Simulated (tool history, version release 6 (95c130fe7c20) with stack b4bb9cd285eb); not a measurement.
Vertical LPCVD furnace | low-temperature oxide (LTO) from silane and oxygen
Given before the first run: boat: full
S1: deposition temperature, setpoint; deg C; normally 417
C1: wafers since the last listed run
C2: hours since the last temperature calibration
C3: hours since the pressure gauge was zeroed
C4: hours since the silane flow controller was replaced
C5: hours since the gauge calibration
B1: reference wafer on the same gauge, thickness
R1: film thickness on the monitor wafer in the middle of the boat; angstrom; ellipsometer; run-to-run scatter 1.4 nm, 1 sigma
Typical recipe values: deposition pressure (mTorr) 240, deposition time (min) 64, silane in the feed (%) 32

Run 1, hour 0: usual settings; C1 0; C2 1313.6; C3 2938.3; C4 1170.3; C5 948.9; B1 624.89. Result: R1 6511.6 angstrom.
Run 2, hour 50.5: usual settings; C1 537; C2 1364.1; C3 2988.8; C4 1220.8; C5 999.4; B1 624.74. Result: R1 6524 angstrom.
Run 3, hour 115.4: usual settings but deposition pressure (mTorr) 270; C1 690; C2 1429; C3 3053.7; C4 1285.7; C5 1064.3; B1 625.14. Result: R1 7270.6 angstrom.
Run 4, hour 181.1: usual settings; C1 699; C2 1494.7; C3 3119.4; C4 1351.4; C5 1130; B1 625.05. Result: R1 6518 angstrom.
Run 5, hour 249.2: usual settings; C1 724; C2 1562.8; C3 3187.5; C4 1419.5; C5 1198.1; B1 624.86. Result: R1 6509 angstrom.
Run 6, hour 289.7: usual settings; C1 430; C2 1603.3; C3 3228; C4 1460; C5 1238.6; B1 624.85. Result: R1 6534.1 angstrom.
Run 7, hour 359: usual settings but silane in the feed (%) 27; C1 737; C2 1672.6; C3 3297.3; C4 1529.3; C5 1307.9; B1 625.06. Result: R1 5093.6 angstrom.
Run 8, hour 392.5: usual settings but deposition time (min) 53.5; C1 356; C2 1706.1; C3 3330.8; C4 1562.8; C5 1341.4; B1 624.85. Result: R1 5437.8 angstrom.
Run 9, hour 428.4: usual settings but deposition time (min) 53.5; C1 381; C2 1742; C3 3366.7; C4 1598.7; C5 1377.3; B1 625.2. Result: R1 5452.6 angstrom.
Run 10, hour 456.5: usual settings but deposition time (min) 53.5; C1 298; C2 1770.1; C3 3394.8; C4 1626.8; C5 1405.4; B1 625.28. Result: R1 5445.6 angstrom.
At hour 515.6: pressure gauge zeroed.
Run 11, hour 520.2: usual settings but deposition time (min) 81; C1 422; C2 1833.8; C3 4.6; C4 1690.5; C5 1469.1; B1 624.97. Result: R1 7837.4 angstrom.
Run 12, hour 578.7: usual settings but deposition time (min) 81; C1 622; C2 1892.3; C3 63.1; C4 1749; C5 1527.6; B1 625.01. Result: R1 7875.9 angstrom.
At hour 606.2: thermocouples replaced and temperature profile calibrated.
Run 13, hour 627: usual settings but S1 421 deg C; C1 258; C2 20.8; C3 111.4; C4 1797.3; C5 1575.9; B1 625.08. Result: R1 6503.5 angstrom.
Run 14, hour 666.1: usual settings but deposition pressure (mTorr) 195, deposition time (min) 45, silane in the feed (%) 37; C1 416; C2 59.9; C3 150.5; C4 1836.4; C5 1615; B1 624.6. Result: R1 4310.7 angstrom.
Run 15, hour 724.6: usual settings; C1 622; C2 118.4; C3 209; C4 1894.9; C5 1673.5; B1 624.92. Result: R1 6266.7 angstrom.
Run 16, hour 780.1: usual settings but S1 423 deg C; C1 590; C2 173.9; C3 264.5; C4 1950.4; C5 1729; B1 625.06. Result: R1 6663.8 angstrom.
Run 17, hour 835.3: usual settings but S1 411 deg C, deposition pressure (mTorr) 255; C1 587; C2 229.1; C3 319.7; C4 2005.6; C5 1784.2; B1 624.87. Result: R1 6266.8 angstrom.
Run 18, hour 893.4: usual settings but S1 406 deg C, deposition pressure (mTorr) 295; C1 618; C2 287.2; C3 377.8; C4 2063.7; C5 1842.3; B1 625.34. Result: R1 6829 angstrom.
At hour 1013.1: silane flow controller replaced.
Run 19, hour 1013.6: usual settings but S1 422 deg C, deposition pressure (mTorr) 180, deposition time (min) 88.5, silane in the feed (%) 29; C1 1023; C2 407.4; C3 498; C4 0.5; C5 1962.5; B1 624.66. Result: R1 6066.5 angstrom.
Run 20, hour 1051.9: usual settings; C1 407; C2 445.7; C3 536.3; C4 38.8; C5 2000.8; B1 625.03. Result: R1 6327.8 angstrom.
Run 21, hour 1089.1: usual settings but S1 406 deg C, silane in the feed (%) 28; C1 395; C2 482.9; C3 573.5; C4 76; C5 2038; B1 624.92. Result: R1 4600.2 angstrom.
At hour 1116.4: gauge calibrated.
Run 22, hour 1149.5: usual settings but deposition time (min) 75; C1 642; C2 543.3; C3 633.9; C4 136.4; C5 33.1; B1 624.69. Result: R1 7431.5 angstrom.
Run 23, hour 1206.8: usual settings but deposition pressure (mTorr) 195, deposition time (min) 51, silane in the feed (%) 38; C1 609; C2 600.6; C3 691.2; C4 193.7; C5 90.4; B1 625.01. Result: R1 5153.1 angstrom.
Run 24, hour 1323.2: usual settings; C1 1238; C2 717; C3 807.6; C4 310.1; C5 206.8; B1 624.86. Result: R1 6347.2 angstrom.
Run 25, hour 1348.4: usual settings but deposition time (min) 87; C1 268; C2 742.2; C3 832.8; C4 335.3; C5 232; B1 625.03. Result: R1 8641.1 angstrom.
Run 26, hour 1378.1: usual settings but S1 409 deg C, deposition pressure (mTorr) 185; C1 315; C2 771.9; C3 862.5; C4 365; C5 261.7; B1 625.04. Result: R1 4505.5 angstrom.
Run 27, hour 1405.6: usual settings but deposition time (min) 75.5, silane in the feed (%) 37; C1 292; C2 799.4; C3 890; C4 392.5; C5 289.2; B1 624.73. Result: R1 9085.7 angstrom.
Run 28, hour 1441.5: usual settings; C1 381; C2 835.3; C3 925.9; C4 428.4; C5 325.1; B1 625.08. Result: R1 6386.9 angstrom.
Run 29, hour 1569.7: usual settings but S1 429 deg C, deposition pressure (mTorr) 190, deposition time (min) 73, silane in the feed (%) 37; C1 1363; C2 963.5; C3 1054.1; C4 556.6; C5 453.3; B1 625.13. Result: R1 7986.5 angstrom.
Run 30, hour 1608: usual settings but deposition pressure (mTorr) 195, deposition time (min) 86, silane in the feed (%) 34; C1 407; C2 1001.8; C3 1092.4; C4 594.9; C5 491.6; B1 625.07. Result: R1 7578.9 angstrom.
Run 31, hour 1674.1: usual settings but deposition pressure (mTorr) 255; C1 703; C2 1067.9; C3 1158.5; C4 661; C5 557.7; B1 624.86. Result: R1 6812 angstrom.
Run 32, hour 1718.4: usual settings but S1 420 deg C, deposition time (min) 81.5; C1 471; C2 1112.2; C3 1202.8; C4 705.3; C5 602; B1 625.2. Result: R1 8455.5 angstrom.

Hidden state, per run?
true tube temperature minus thermocouple reading, K: 0 across all the runs
deviation of the silane flow from its setpoint, %: 0 across all the runs
gauge reads high (%): 0 across all the runs
H1: true pressure minus gauge reading, mTorr
run      H1
  1    10.8
  2    10.8
  3    10.9
  4    10.9
  5      11
  6      11
  7    11.1
  8    11.1
  9    11.1
 10    11.1
 11   -1.29
 12  -0.668
 13  -0.177
 14   0.205
 15   0.754
 16    1.25
 17    1.72
 18    2.19
 19    3.09
 20    3.35
 21    3.61
 22       4
 23    4.35
 24    5.01
 25    5.15
 26     5.3
 27    5.44
 28    5.62
 29    6.21
 30    6.37
 31    6.65
 32    6.82
